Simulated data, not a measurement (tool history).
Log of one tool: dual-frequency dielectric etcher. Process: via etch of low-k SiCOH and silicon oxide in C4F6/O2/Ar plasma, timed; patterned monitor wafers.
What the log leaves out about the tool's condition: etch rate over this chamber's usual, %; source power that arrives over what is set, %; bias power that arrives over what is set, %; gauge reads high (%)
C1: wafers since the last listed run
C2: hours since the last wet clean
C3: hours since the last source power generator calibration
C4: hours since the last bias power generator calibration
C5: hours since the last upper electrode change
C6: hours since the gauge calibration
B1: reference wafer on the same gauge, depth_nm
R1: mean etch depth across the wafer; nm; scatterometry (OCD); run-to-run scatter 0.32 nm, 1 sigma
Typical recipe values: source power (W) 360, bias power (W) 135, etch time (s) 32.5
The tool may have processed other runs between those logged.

run 1 hour=0 | source_power_(W)=310 bias_power_(W)=135 etch_time_(s)=32.5 | C1=0 C2=299.7 C3=2844.7 C4=3292.2 C5=2440 C6=224.6 | B1=73 | R1=65.9
run 2 hour=12.4 | source_power_(W)=310 bias_power_(W)=135 etch_time_(s)=32.5 | C1=130 C2=312.1 C3=2857.1 C4=3304.6 C5=2452.4 C6=237 | B1=73 | R1=66
run 3 hour=34.5 | source_power_(W)=360 bias_power_(W)=135 etch_time_(s)=32.5 | C1=232 C2=334.2 C3=2879.2 C4=3326.7 C5=2474.5 C6=259.1 | B1=73 | R1=69.6
run 4 hour=64.4 | source_power_(W)=360 bias_power_(W)=135 etch_time_(s)=32.5 | C1=314 C2=364.1 C3=2909.1 C4=3356.6 C5=2504.4 C6=289 | B1=73 | R1=69.5
run 5 hour=86.5 | source_power_(W)=360 bias_power_(W)=135 etch_time_(s)=32.5 | C1=232 C2=386.2 C3=2931.2 C4=3378.7 C5=2526.5 C6=311.1 | B1=73 | R1=68.6
run 6 hour=116.3 | source_power_(W)=360 bias_power_(W)=135 etch_time_(s)=32.5 | C1=313 C2=416 C3=2961 C4=3408.5 C5=2556.3 C6=340.9 | B1=73.1 | R1=69.2
run 7 hour=148.8 | source_power_(W)=360 bias_power_(W)=135 etch_time_(s)=32.5 | C1=341 C2=448.5 C3=2993.5 C4=3441 C5=2588.8 C6=373.4 | B1=73 | R1=68.8
-- hour=211.3 upper electrode replaced
run 8 hour=217.4 | source_power_(W)=360 bias_power_(W)=135 etch_time_(s)=32.5 | C1=469 C2=517.1 C3=3062.1 C4=3509.6 C5=6.1 C6=442 | B1=73 | R1=68.4
run 9 hour=246.5 | source_power_(W)=360 bias_power_(W)=135 etch_time_(s)=32.5 | C1=306 C2=546.2 C3=3091.2 C4=3538.7 C5=35.2 C6=471.1 | B1=73 | R1=68.2
run 10 hour=271.2 | source_power_(W)=360 bias_power_(W)=135 etch_time_(s)=32.5 | C1=259 C2=570.9 C3=3115.9 C4=3563.4 C5=59.9 C6=495.8 | B1=73.1 | R1=67.9
-- hour=297.1 gauge calibrated
-- hour=300.8 wet clean of the chamber
run 11 hour=301.3 | source_power_(W)=360 bias_power_(W)=135 etch_time_(s)=32.5 | C1=64 C2=0.5 C3=3146 C4=3593.5 C5=90 C6=4.2 | B1=73.1 | R1=70.7
run 12 hour=319.1 | source_power_(W)=360 bias_power_(W)=163 etch_time_(s)=29 | C1=187 C2=18.3 C3=3163.8 C4=3611.3 C5=107.8 C6=22 | B1=73 | R1=65.5
run 13 hour=345.2 | source_power_(W)=290 bias_power_(W)=112 etch_time_(s)=40 | C1=274 C2=44.4 C3=3189.9 C4=3637.4 C5=133.9 C6=48.1 | B1=73 | R1=77.8
-- hour=372.8 bias power generator calibrated
run 14 hour=373.6 | source_power_(W)=400 bias_power_(W)=115 etch_time_(s)=32.5 | C1=256 C2=72.8 C3=3218.3 C4=0.8 C5=162.3 C6=76.5 | B1=73.1 | R1=71.6
-- hour=400.6 source power generator calibrated
run 15 hour=401.9 | source_power_(W)=400 bias_power_(W)=135 etch_time_(s)=32.5 | C1=255 C2=101.1 C3=1.3 C4=29.1 C5=190.6 C6=104.8 | B1=73.1 | R1=73.4
run 16 hour=431.2 | source_power_(W)=440 bias_power_(W)=119 etch_time_(s)=37 | C1=308 C2=130.4 C3=30.6 C4=58.4 C5=219.9 C6=134.1 | B1=73 | R1=84.7
run 17 hour=458.8 | source_power_(W)=360 bias_power_(W)=135 etch_time_(s)=32.5 | C1=290 C2=158 C3=58.2 C4=86 C5=247.5 C6=161.7 | B1=73 | R1=69.9
run 18 hour=489.6 | source_power_(W)=450 bias_power_(W)=135 etch_time_(s)=36.5 | C1=324 C2=188.8 C3=89 C4=116.8 C5=278.3 C6=192.5 | B1=73.1 | R1=84.8
run 19 hour=561.2 | source_power_(W)=360 bias_power_(W)=135 etch_time_(s)=32.5 | C1=753 C2=260.4 C3=160.6 C4=188.4 C5=349.9 C6=264.1 | B1=73 | R1=69.1
run 20 hour=576.6 | source_power_(W)=360 bias_power_(W)=135 etch_time_(s)=32.5 | C1=162 C2=275.8 C3=176 C4=203.8 C5=365.3 C6=279.5 | B1=73 | R1=69.3
run 21 hour=589.9 | source_power_(W)=360 bias_power_(W)=135 etch_time_(s)=32.5 | C1=139 C2=289.1 C3=189.3 C4=217.1 C5=378.6 C6=292.8 | B1=73 | R1=68.9
run 22 hour=625.8 | source_power_(W)=360 bias_power_(W)=135 etch_time_(s)=32.5 | C1=377 C2=325 C3=225.2 C4=253 C5=414.5 C6=328.7 | B1=73.1 | R1=68.5
run 23 hour=646.8 | source_power_(W)=440 bias_power_(W)=116 etch_time_(s)=36 | C1=220 C2=346 C3=246.2 C4=274 C5=435.5 C6=349.7 | B1=73.1 | R1=80.3
run 24 hour=659.2 | source_power_(W)=440 bias_power_(W)=111 etch_time_(s)=41 | C1=130 C2=358.4 C3=258.6 C4=286.4 C5=447.9 C6=362.1 | B1=72.9 | R1=89.8
run 25 hour=677.6 | source_power_(W)=330 bias_power_(W)=151 etch_time_(s)=29 | C1=193 C2=376.8 C3=277 C4=304.8 C5=466.3 C6=380.5 | B1=72.9 | R1=60.6
run 26 hour=694.1 | source_power_(W)=420 bias_power_(W)=149 etch_time_(s)=38.5 | C1=173 C2=393.3 C3=293.5 C4=321.3 C5=482.8 C6=397 | B1=73 | R1=86.5
run 27 hour=717.7 | source_power_(W)=300 bias_power_(W)=117 etch_time_(s)=36 | C1=248 C2=416.9 C3=317.1 C4=344.9 C5=506.4 C6=420.6 | B1=73.1 | R1=69
run 28 hour=740.3 | source_power_(W)=280 bias_power_(W)=107 etch_time_(s)=42 | C1=237 C2=439.5 C3=339.7 C4=367.5 C5=529 C6=443.2 | B1=73 | R1=78
-- hour=756.2 gauge calibrated
run 29 hour=761.5 | source_power_(W)=360 bias_power_(W)=135 etch_time_(s)=32.5 | C1=223 C2=460.7 C3=360.9 C4=388.7 C5=550.2 C6=5.3 | B1=73 | R1=68
run 30 hour=776.8 | source_power_(W)=360 bias_power_(W)=135 etch_time_(s)=42 | C1=160 C2=476 C3=376.2 C4=404 C5=565.5 C6=20.6 | B1=73 | R1=87.1

For each run, the measured value with the value that run would have given without the tool's hidden condition subtracted. The run-to-run variation is shared by both, the gauge scatter possibly not:
run=1 R1=-1.3
run=2 R1=-1.3
run=3 R1=-1.6
run=4 R1=-1.7
run=5 R1=-1.9
run=6 R1=-2.2
run=7 R1=-2.3
run=8 R1=-2.8
run=9 R1=-3
run=10 R1=-3.1
run=11 R1=-0.2
run=12 R1=-0.3
run=13 R1=-0.6
run=14 R1=-0.7
run=15 R1=-0.9
run=16 R1=-1.3
run=17 R1=-1.3
run=18 R1=-1.9
run=19 R1=-2
run=20 R1=-2.1
run=21 R1=-2.2
run=22 R1=-2.4
run=23 R1=-3
run=24 R1=-3.5
run=25 R1=-2.4
run=26 R1=-3.6
run=27 R1=-3.1
run=28 R1=-3.7
run=29 R1=-3.3
run=30 R1=-4.4
